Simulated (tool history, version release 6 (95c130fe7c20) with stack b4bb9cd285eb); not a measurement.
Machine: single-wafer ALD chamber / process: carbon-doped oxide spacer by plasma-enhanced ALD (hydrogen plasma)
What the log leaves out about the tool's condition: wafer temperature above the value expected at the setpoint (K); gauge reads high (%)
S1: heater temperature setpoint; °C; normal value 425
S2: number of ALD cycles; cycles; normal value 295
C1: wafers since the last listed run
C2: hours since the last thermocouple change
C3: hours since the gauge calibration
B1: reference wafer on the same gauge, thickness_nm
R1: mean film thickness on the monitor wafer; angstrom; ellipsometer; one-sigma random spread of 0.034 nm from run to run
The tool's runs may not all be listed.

Run 1, day 0: usual settings but S2 334 cycles; C1 0; C2 1983.2; C3 241.3; B1 11.07. Result: R1 153.77 angstrom.
Run 2, day 1.854: usual settings but S1 422 °C, S2 321 cycles; C1 36; C2 2027.7; C3 285.8; B1 11.062. Result: R1 150.13 angstrom.
Run 3, day 3.796: usual settings but S1 422 °C, S2 321 cycles; C1 37; C2 2074.3; C3 332.4; B1 11.061. Result: R1 149.29 angstrom.
Run 4, day 5.912: usual settings; C1 41; C2 2125.1; C3 383.2; B1 11.063. Result: R1 136.25 angstrom.
Run 5, day 8.692: usual settings; C1 53; C2 2191.8; C3 449.9; B1 11.053. Result: R1 135.39 angstrom.
Run 6, day 11.404: usual settings but S2 282 cycles; C1 52; C2 2256.9; C3 515; B1 11.039. Result: R1 130.26 angstrom.
Run 7, day 14.283: usual settings but S1 417 °C, S2 318 cycles; C1 55; C2 2326; C3 584.1; B1 11.036. Result: R1 149.97 angstrom.
Run 8, day 16.517: usual settings but S1 417 °C, S2 318 cycles; C1 43; C2 2379.6; C3 637.7; B1 11.024. Result: R1 149.64 angstrom.
Run 9, day 19.262: usual settings but S1 414 °C; C1 53; C2 2445.5; C3 703.6; B1 11.016. Result: R1 139.55 angstrom.
Run 10, day 20.971: usual settings but S1 414 °C; C1 33; C2 2486.5; C3 744.6; B1 11.014. Result: R1 139.14 angstrom.
Run 11, day 22.438: usual settings but S1 414 °C; C1 28; C2 2521.7; C3 779.8; B1 11.007. Result: R1 139.84 angstrom.
At day 24.262: thermocouple changed; heater temperature recalibrated.
Run 12, day 24.283: usual settings but S1 413 °C; C1 29; C2 0.5; C3 824.1; B1 11. Result: R1 140.41 angstrom.
Run 13, day 26.358: usual settings; C1 40; C2 50.3; C3 873.9; B1 10.981. Result: R1 134.92 angstrom.
Run 14, day 29.275: usual settings but S1 419 °C, S2 321 cycles; C1 56; C2 120.3; C3 943.9; B1 10.974. Result: R1 149.09 angstrom.
At day 29.458: gauge calibrated.
Run 15, day 30.758: usual settings but S1 418 °C, S2 347 cycles; C1 28; C2 155.9; C3 31.2; B1 11.084. Result: R1 164.02 angstrom.
Run 16, day 32.821: usual settings but S1 417 °C, S2 347 cycles; C1 40; C2 205.4; C3 80.7; B1 11.075. Result: R1 163.04 angstrom.
Run 17, day 35.375: usual settings but S1 413 °C, S2 322 cycles; C1 49; C2 266.7; C3 142; B1 11.07. Result: R1 153.37 angstrom.
Run 18, day 37.658: usual settings but S1 410 °C, S2 273 cycles; C1 44; C2 321.5; C3 196.8; B1 11.073. Result: R1 131.43 angstrom.
Run 19, day 41.2: usual settings; C1 68; C2 406.5; C3 281.8; B1 11.076. Result: R1 136.8 angstrom.
Run 20, day 42.708: usual settings but S1 415 °C, S2 240 cycles; C1 29; C2 442.7; C3 318; B1 11.069. Result: R1 114.54 angstrom.
Run 21, day 45.192: usual settings but S1 418 °C, S2 333 cycles; C1 48; C2 502.3; C3 377.6; B1 11.064. Result: R1 156.04 angstrom.
Run 22, day 47.879: usual settings but S1 438 °C, S2 343 cycles; C1 52; C2 566.8; C3 442.1; B1 11.05. Result: R1 151.76 angstrom.

State the hidden condition of the tool at each of the runs:
wafer temperature above the value expected at the setpoint (K): 0 in every run
H1: gauge reads high (%)
run      H1
  1  -0.274
  2  -0.299
  3   -0.33
  4   -0.37
  5   -0.43
  6  -0.498
  7   -0.58
  8  -0.651
  9  -0.747
 10  -0.811
 11  -0.869
 12  -0.946
 13   -1.04
 14   -1.18
 15  -0.174
 16   -0.18
 17  -0.195
 18  -0.215
 19  -0.259
 20  -0.282
 21  -0.327
 22  -0.385
